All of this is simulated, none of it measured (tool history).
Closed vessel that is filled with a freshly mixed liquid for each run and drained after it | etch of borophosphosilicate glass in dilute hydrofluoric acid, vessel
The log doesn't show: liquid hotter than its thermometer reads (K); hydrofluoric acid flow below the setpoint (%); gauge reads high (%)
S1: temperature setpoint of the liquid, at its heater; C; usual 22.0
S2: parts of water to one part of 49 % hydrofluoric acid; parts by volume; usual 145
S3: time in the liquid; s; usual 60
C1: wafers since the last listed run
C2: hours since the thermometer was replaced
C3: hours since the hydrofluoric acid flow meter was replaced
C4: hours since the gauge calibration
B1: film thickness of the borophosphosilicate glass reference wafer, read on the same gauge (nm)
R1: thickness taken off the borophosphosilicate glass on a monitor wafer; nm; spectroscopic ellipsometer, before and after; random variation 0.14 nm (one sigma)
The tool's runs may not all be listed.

| run | hour | S1 | S2 | S3 | C1 | C2 | C3 | C4 | B1 | R1 |
|---|---|---|---|---|---|---|---|---|---|---|
| 1 | 0.0 | 23.5 | 165 | 60 | 0 | 2605.4 | 834.5 | 234.9 | 119.99 | 13.82 |
| 2 | 32.9 | 23.5 | 165 | 60 | 2012 | 2638.3 | 867.4 | 267.8 | 120.01 | 13.78 |
| 3 | 55.8 | 22.0 | 145 | 35 | 1401 | 2661.2 | 890.3 | 290.7 | 120.00 | 8.79 |
| 4 | 83.1 | 22.0 | 145 | 35 | 1670 | 2688.5 | 917.6 | 318.0 | 120.00 | 8.91 |
| 5 | 103.3 | 22.0 | 145 | 60 | 1235 | 2708.7 | 937.8 | 338.2 | 120.01 | 15.07 |
| 6 | 127.8 | 22.0 | 145 | 60 | 1498 | 2733.2 | 962.3 | 362.7 | 120.00 | 14.88 |
| 7 | 157.7 | 22.0 | 145 | 60 | 1829 | 2763.1 | 992.2 | 392.6 | 120.01 | 15.06 |
| 8 | 171.5 | 22.0 | 145 | 60 | 844 | 2776.9 | 1006.0 | 406.4 | 120.01 | 15.00 |
| 9 | 183.9 | 22.0 | 145 | 60 | 758 | 2789.3 | 1018.4 | 418.8 | 120.01 | 15.11 |
| 10 | 217.4 | 22.0 | 145 | 40 | 2049 | 2822.8 | 1051.9 | 452.3 | 120.01 | 10.05 |
| 11 | 246.2 | 22.0 | 145 | 60 | 1762 | 2851.6 | 1080.7 | 481.1 | 120.00 | 14.92 |
| 12 | 266.4 | 22.0 | 145 | 60 | 1235 | 2871.8 | 1100.9 | 501.3 | 120.01 | 14.91 |
| 13 | 289.4 | 22.0 | 145 | 60 | 1407 | 2894.8 | 1123.9 | 524.3 | 120.01 | 14.70 |
| 14 | 313.2 | 22.0 | 145 | 45 | 1456 | 2918.6 | 1147.7 | 548.1 | 120.01 | 11.25 |
| 15 | 363.6 | 26.5 | 90 | 80 | 3083 | 2969.0 | 1198.1 | 598.5 | 120.00 | 40.24 |
|  | 382.2 | thermometer replaced |
| 16 | 383.9 | 20.5 | 195 | 60 | 1180 | 1.7 | 1218.4 | 618.8 | 120.01 | 9.78 |
|  | 396.1 | gauge calibrated |
| 17 | 403.9 | 22.0 | 145 | 60 | 1223 | 21.7 | 1238.4 | 7.8 | 120.01 | 14.83 |
| 18 | 419.1 | 23.5 | 145 | 60 | 929 | 36.9 | 1253.6 | 23.0 | 120.01 | 15.41 |
|  | 441.2 | hydrofluoric acid flow meter replaced |
| 19 | 444.9 | 22.0 | 145 | 35 | 1517 | 62.7 | 3.7 | 48.8 | 120.02 | 9.29 |
| 20 | 475.3 | 22.0 | 110 | 60 | 1859 | 93.1 | 34.1 | 79.2 | 119.99 | 21.88 |
| 21 | 503.8 | 25.0 | 145 | 60 | 1743 | 121.6 | 62.6 | 107.7 | 120.01 | 17.84 |
| 22 | 535.6 | 22.0 | 145 | 60 | 1945 | 153.4 | 94.4 | 139.5 | 120.00 | 16.00 |
| 23 | 551.3 | 22.0 | 95 | 60 | 960 | 169.1 | 110.1 | 155.2 | 120.02 | 25.37 |
| 24 | 578.5 | 22.0 | 100 | 80 | 1664 | 196.3 | 137.3 | 182.4 | 119.99 | 32.55 |
| 25 | 598.7 | 22.0 | 100 | 40 | 1235 | 216.5 | 157.5 | 202.6 | 119.98 | 15.94 |
| 26 | 626.7 | 25.5 | 145 | 35 | 1713 | 244.5 | 185.5 | 230.6 | 120.01 | 10.58 |
| 27 | 657.8 | 26.0 | 200 | 80 | 1902 | 275.6 | 216.6 | 261.7 | 120.00 | 16.65 |
| 28 | 684.4 | 24.0 | 95 | 60 | 1627 | 302.2 | 243.2 | 288.3 | 120.03 | 27.71 |
| 29 | 704.9 | 22.0 | 80 | 60 | 1254 | 322.7 | 263.7 | 308.8 | 120.01 | 31.06 |

Hidden state or all else? Some run-to-run changes of R1, split into what the settings, what came in and random variation would give without the hidden state, and what is left for the hidden state (with any gauge scatter that isn't in both results):
Run 14 -> 15: S1 22.0 -> 26.5, S2 145 -> 90, S3 45 -> 80. R1 +28.99 nm: hidden state -2.25, all else +31.24.
Run 15 -> 16: S1 26.5 -> 20.5, S2 90 -> 195, S3 80 -> 60, thermometer replaced. R1 -30.46 nm: hidden state +2.29, all else -32.75.
